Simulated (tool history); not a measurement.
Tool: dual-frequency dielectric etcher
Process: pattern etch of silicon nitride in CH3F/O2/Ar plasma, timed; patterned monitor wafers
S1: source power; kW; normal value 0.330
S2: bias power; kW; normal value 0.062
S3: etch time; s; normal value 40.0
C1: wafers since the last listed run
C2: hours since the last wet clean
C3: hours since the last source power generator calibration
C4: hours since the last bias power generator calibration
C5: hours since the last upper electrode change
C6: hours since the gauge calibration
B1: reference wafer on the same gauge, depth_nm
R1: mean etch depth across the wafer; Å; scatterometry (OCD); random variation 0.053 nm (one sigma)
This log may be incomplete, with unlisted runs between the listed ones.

| run | hour | S1 | S2 | S3 | C1 | C2 | C3 | C4 | C5 | C6 | B1 | R1 |
|---|---|---|---|---|---|---|---|---|---|---|---|---|
| 1 | 0.0 | 0.330 | 0.062 | 34.0 | 0 | 449.4 | 2331.8 | 3074.6 | 1112.2 | 576.1 | 27.90 | 204.9 |
|  | 119.6 | wet clean of the chamber |
| 2 | 120.1 | 0.330 | 0.062 | 34.0 | 1173 | 0.5 | 2451.9 | 3194.7 | 1232.3 | 696.2 | 27.89 | 204.9 |
| 3 | 190.4 | 0.330 | 0.062 | 34.0 | 858 | 70.8 | 2522.2 | 3265.0 | 1302.6 | 766.5 | 27.87 | 204.9 |
| 4 | 256.3 | 0.330 | 0.062 | 40.0 | 804 | 136.7 | 2588.1 | 3330.9 | 1368.5 | 832.4 | 27.92 | 241.0 |
| 5 | 308.5 | 0.330 | 0.062 | 40.0 | 637 | 188.9 | 2640.3 | 3383.1 | 1420.7 | 884.6 | 27.88 | 241.1 |
| 6 | 401.1 | 0.330 | 0.062 | 40.0 | 1130 | 281.5 | 2732.9 | 3475.7 | 1513.3 | 977.2 | 27.89 | 241.1 |
| 7 | 482.0 | 0.330 | 0.050 | 40.0 | 988 | 362.4 | 2813.8 | 3556.6 | 1594.2 | 1058.1 | 27.91 | 226.3 |
| 8 | 538.2 | 0.330 | 0.062 | 40.0 | 686 | 418.6 | 2870.0 | 3612.8 | 1650.4 | 1114.3 | 27.89 | 240.6 |
|  | 580.3 | wet clean of the chamber |
| 9 | 580.8 | 0.330 | 0.062 | 40.0 | 227 | 0.5 | 2912.6 | 3655.4 | 1693.0 | 1156.9 | 27.92 | 240.0 |
| 10 | 651.7 | 0.290 | 0.062 | 40.0 | 865 | 71.4 | 2983.5 | 3726.3 | 1763.9 | 1227.8 | 27.89 | 232.6 |
| 11 | 706.3 | 0.330 | 0.062 | 44.5 | 666 | 126.0 | 3038.1 | 3780.9 | 1818.5 | 1282.4 | 27.92 | 267.4 |
| 12 | 764.5 | 0.330 | 0.062 | 33.0 | 710 | 184.2 | 3096.3 | 3839.1 | 1876.7 | 1340.6 | 27.91 | 199.2 |
| 13 | 849.1 | 0.360 | 0.072 | 49.0 | 1033 | 268.8 | 3180.9 | 3923.7 | 1961.3 | 1425.2 | 27.91 | 315.6 |
|  | 851.8 | gauge calibrated |
| 14 | 935.2 | 0.360 | 0.068 | 46.0 | 1051 | 354.9 | 3267.0 | 4009.8 | 2047.4 | 83.4 | 27.92 | 290.3 |
| 15 | 995.5 | 0.410 | 0.048 | 40.0 | 736 | 415.2 | 3327.3 | 4070.1 | 2107.7 | 143.7 | 27.90 | 237.9 |
|  | 1075.0 | wet clean of the chamber |
| 16 | 1075.5 | 0.330 | 0.062 | 40.0 | 683 | 0.5 | 3407.3 | 4150.1 | 2187.7 | 223.7 | 27.91 | 240.2 |
|  | 1153.3 | upper electrode replaced |
| 17 | 1167.7 | 0.330 | 0.076 | 43.5 | 832 | 92.7 | 3499.5 | 4242.3 | 14.4 | 315.9 | 27.93 | 277.4 |
|  | 1196.5 | bias power generator calibrated |
| 18 | 1242.2 | 0.270 | 0.053 | 40.0 | 861 | 167.2 | 3574.0 | 45.7 | 88.9 | 390.4 | 27.88 | 218.4 |
| 19 | 1310.2 | 0.370 | 0.062 | 30.0 | 830 | 235.2 | 3642.0 | 113.7 | 156.9 | 458.4 | 27.93 | 186.0 |
|  | 1354.6 | source power generator calibrated |
| 20 | 1396.9 | 0.330 | 0.062 | 49.0 | 1010 | 321.9 | 42.3 | 200.4 | 243.6 | 545.1 | 27.87 | 294.7 |
| 21 | 1500.3 | 0.360 | 0.049 | 52.0 | 1262 | 425.3 | 145.7 | 303.8 | 347.0 | 648.5 | 27.90 | 300.4 |
| 22 | 1557.8 | 0.270 | 0.053 | 40.0 | 702 | 482.8 | 203.2 | 361.3 | 404.5 | 706.0 | 27.93 | 218.1 |
|  | 1595.5 | wet clean of the chamber |
| 23 | 1664.4 | 0.330 | 0.062 | 32.5 | 1008 | 68.9 | 309.8 | 467.9 | 511.1 | 812.6 | 27.93 | 195.3 |
| 24 | 1743.7 | 0.330 | 0.054 | 40.0 | 968 | 148.2 | 389.1 | 547.2 | 590.4 | 891.9 | 27.91 | 230.7 |
| 25 | 1835.4 | 0.290 | 0.062 | 49.0 | 1119 | 239.9 | 480.8 | 638.9 | 682.1 | 983.6 | 27.88 | 285.1 |

5 ways to go on from here, each from the tool as it stands after run 25. What would each give?
| A | 1835.8 | 0.330 | 0.071 | 40.0 | 4 | 240.3 | 481.2 | 639.3 | 682.5 | 984.0 | ? | ? |
| B | 1835.8 | 0.300 | 0.051 | 36.0 | 4 | 240.3 | 481.2 | 639.3 | 682.5 | 984.0 | ? | ? |
| C | 1835.8 | 0.280 | 0.062 | 48.5 | 4 | 240.3 | 481.2 | 639.3 | 682.5 | 984.0 | ? | ? |
| D | 1835.8 | 0.280 | 0.072 | 48.5 | 4 | 240.3 | 481.2 | 639.3 | 682.5 | 984.0 | ? | ? |
| E | 1835.8 | 0.380 | 0.052 | 46.5 | 4 | 240.3 | 481.2 | 639.3 | 682.5 | 984.0 | ? | ? |

| run | B1 | R1 |
|---|---|---|
| A | 27.88 | 251.8 |
| B | 27.88 | 200.6 |
| C | 27.88 | 281.0 |
| D | 27.88 | 294.2 |
| E | 27.88 | 277.5 |
The same runs, with their run-to-run variation unchanged, on a tool lacking any hidden condition would have given:
| run | R1 |
|---|---|
| A | 251.8 |
| B | 200.6 |
| C | 281.0 |
| D | 294.2 |
| E | 277.5 |
